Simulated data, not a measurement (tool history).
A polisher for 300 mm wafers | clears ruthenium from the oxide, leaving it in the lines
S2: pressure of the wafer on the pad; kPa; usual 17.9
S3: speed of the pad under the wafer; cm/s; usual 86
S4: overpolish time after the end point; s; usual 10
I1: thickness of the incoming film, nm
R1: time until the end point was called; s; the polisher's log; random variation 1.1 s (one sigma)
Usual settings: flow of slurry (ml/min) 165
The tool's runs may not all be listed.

run 1 hour=0.0 | flow_of_slurry_(ml/min)=140 S2=17.9 S3=86 S4=10 | I1=120.6 | R1=123.7
-- hour=35.4 head pressure recalibrated
run 2 hour=55.4 | flow_of_slurry_(ml/min)=140 S2=17.9 S3=86 S4=10 | I1=121.4 | R1=126.4
-- hour=99.4 slurry nozzle cleaned
run 3 hour=155.2 | flow_of_slurry_(ml/min)=190 S2=17.9 S3=86 S4=10 | I1=120.8 | R1=108.8
run 4 hour=215.7 | flow_of_slurry_(ml/min)=190 S2=17.9 S3=86 S4=10 | I1=119.3 | R1=108.1
run 5 hour=317.2 | flow_of_slurry_(ml/min)=190 S2=17.9 S3=86 S4=10 | I1=121.9 | R1=115.3
-- hour=378.5 worn pad replaced by a new one
run 6 hour=386.4 | flow_of_slurry_(ml/min)=165 S2=17.9 S3=86 S4=10 | I1=121.0 | R1=116.5
run 7 hour=451.2 | flow_of_slurry_(ml/min)=165 S2=13.8 S3=80 S4=10 | I1=120.9 | R1=154.4
run 8 hour=547.9 | flow_of_slurry_(ml/min)=165 S2=17.9 S3=74 S4=13 | I1=120.5 | R1=137.0
run 9 hour=611.6 | flow_of_slurry_(ml/min)=165 S2=17.9 S3=74 S4=13 | I1=119.9 | R1=136.8
run 10 hour=683.9 | flow_of_slurry_(ml/min)=165 S2=17.9 S3=86 S4=10 | I1=120.2 | R1=118.7
-- hour=729.0 head pressure recalibrated
run 11 hour=736.2 | flow_of_slurry_(ml/min)=165 S2=17.9 S3=86 S4=10 | I1=121.1 | R1=118.3
run 12 hour=831.1 | flow_of_slurry_(ml/min)=165 S2=17.9 S3=86 S4=10 | I1=120.6 | R1=119.9
run 13 hour=912.2 | flow_of_slurry_(ml/min)=165 S2=17.9 S3=86 S4=10 | I1=118.9 | R1=117.4
run 14 hour=954.0 | flow_of_slurry_(ml/min)=165 S2=17.9 S3=86 S4=10 | I1=121.8 | R1=120.4
-- hour=983.4 worn pad replaced by a new one
-- hour=1000.4 slurry nozzle cleaned
run 15 hour=1072.0 | flow_of_slurry_(ml/min)=165 S2=17.9 S3=86 S4=10 | I1=121.6 | R1=112.0
run 16 hour=1168.4 | flow_of_slurry_(ml/min)=180 S2=17.9 S3=86 S4=10 | I1=120.7 | R1=111.4
run 17 hour=1258.2 | flow_of_slurry_(ml/min)=180 S2=17.9 S3=86 S4=10 | I1=118.3 | R1=110.2
run 18 hour=1349.1 | flow_of_slurry_(ml/min)=165 S2=21.4 S3=62 S4=10 | I1=119.1 | R1=136.3
run 19 hour=1414.9 | flow_of_slurry_(ml/min)=110 S2=17.9 S3=86 S4=10 | I1=121.4 | R1=128.9
run 20 hour=1500.4 | flow_of_slurry_(ml/min)=165 S2=17.9 S3=114 S4=16 | I1=121.7 | R1=89.0
-- hour=1514.9 head pressure recalibrated
run 21 hour=1539.1 | flow_of_slurry_(ml/min)=165 S2=17.9 S3=74 S4=13 | I1=120.5 | R1=137.0
-- hour=1585.1 worn pad replaced by a new one
run 22 hour=1643.1 | flow_of_slurry_(ml/min)=165 S2=17.9 S3=60 S4=10 | I1=121.5 | R1=173.2
run 23 hour=1695.5 | flow_of_slurry_(ml/min)=180 S2=17.9 S3=86 S4=10 | I1=118.0 | R1=115.6
run 24 hour=1782.2 | flow_of_slurry_(ml/min)=165 S2=17.9 S3=86 S4=6 | I1=119.4 | R1=121.8
run 25 hour=1876.5 | flow_of_slurry_(ml/min)=165 S2=17.9 S3=74 S4=13 | I1=118.3 | R1=137.3
-- hour=1889.6 slurry nozzle cleaned
run 26 hour=1944.9 | flow_of_slurry_(ml/min)=140 S2=21.4 S3=86 S4=13 | I1=120.0 | R1=97.1
run 27 hour=2004.9 | flow_of_slurry_(ml/min)=165 S2=17.9 S3=86 S4=10 | I1=118.8 | R1=111.8
run 28 hour=2075.3 | flow_of_slurry_(ml/min)=190 S2=13.1 S3=68 S4=10 | I1=121.8 | R1=183.4
run 29 hour=2145.5 | flow_of_slurry_(ml/min)=150 S2=17.9 S3=86 S4=8 | I1=119.7 | R1=116.0
run 30 hour=2200.0 | flow_of_slurry_(ml/min)=165 S2=17.9 S3=110 S4=6 | I1=121.2 | R1=93.2
-- hour=2205.3 worn pad replaced by a new one
run 31 hour=2242.0 | flow_of_slurry_(ml/min)=165 S2=17.9 S3=86 S4=10 | I1=119.2 | R1=114.5
-- hour=2269.2 head pressure recalibrated
run 32 hour=2338.2 | flow_of_slurry_(ml/min)=165 S2=14.5 S3=86 S4=10 | I1=121.1 | R1=143.2
run 33 hour=2439.6 | flow_of_slurry_(ml/min)=135 S2=22.1 S3=86 S4=10 | I1=121.9 | R1=104.3
run 34 hour=2500.6 | flow_of_slurry_(ml/min)=165 S2=17.9 S3=86 S4=10 | I1=120.7 | R1=120.6
run 35 hour=2578.3 | flow_of_slurry_(ml/min)=190 S2=22.1 S3=114 S4=6 | I1=118.6 | R1=73.0
run 36 hour=2620.9 | flow_of_slurry_(ml/min)=165 S2=24.1 S3=58 S4=10 | I1=121.8 | R1=137.6
run 37 hour=2688.9 | flow_of_slurry_(ml/min)=220 S2=17.9 S3=66 S4=4 | I1=118.5 | R1=143.5

3 ways to go on from here, each from the tool as it stands after run 37. What would each give?
run A hour=2689.4 | flow_of_slurry_(ml/min)=165 S2=17.9 S3=76 S4=10 | I1=119.4 | R1=?
run B hour=2689.4 | flow_of_slurry_(ml/min)=200 S2=23.4 S3=102 S4=5 | I1=119.4 | R1=?
run C hour=2689.4 | flow_of_slurry_(ml/min)=140 S2=15.2 S3=86 S4=10 | I1=119.4 | R1=?

run=A R1=136.3
run=B R1=77.3
run=C R1=144.1
Without the tool's hidden state the same runs would have given:
run=A R1=123.0
run=B R1=70.8
run=C R1=128.1
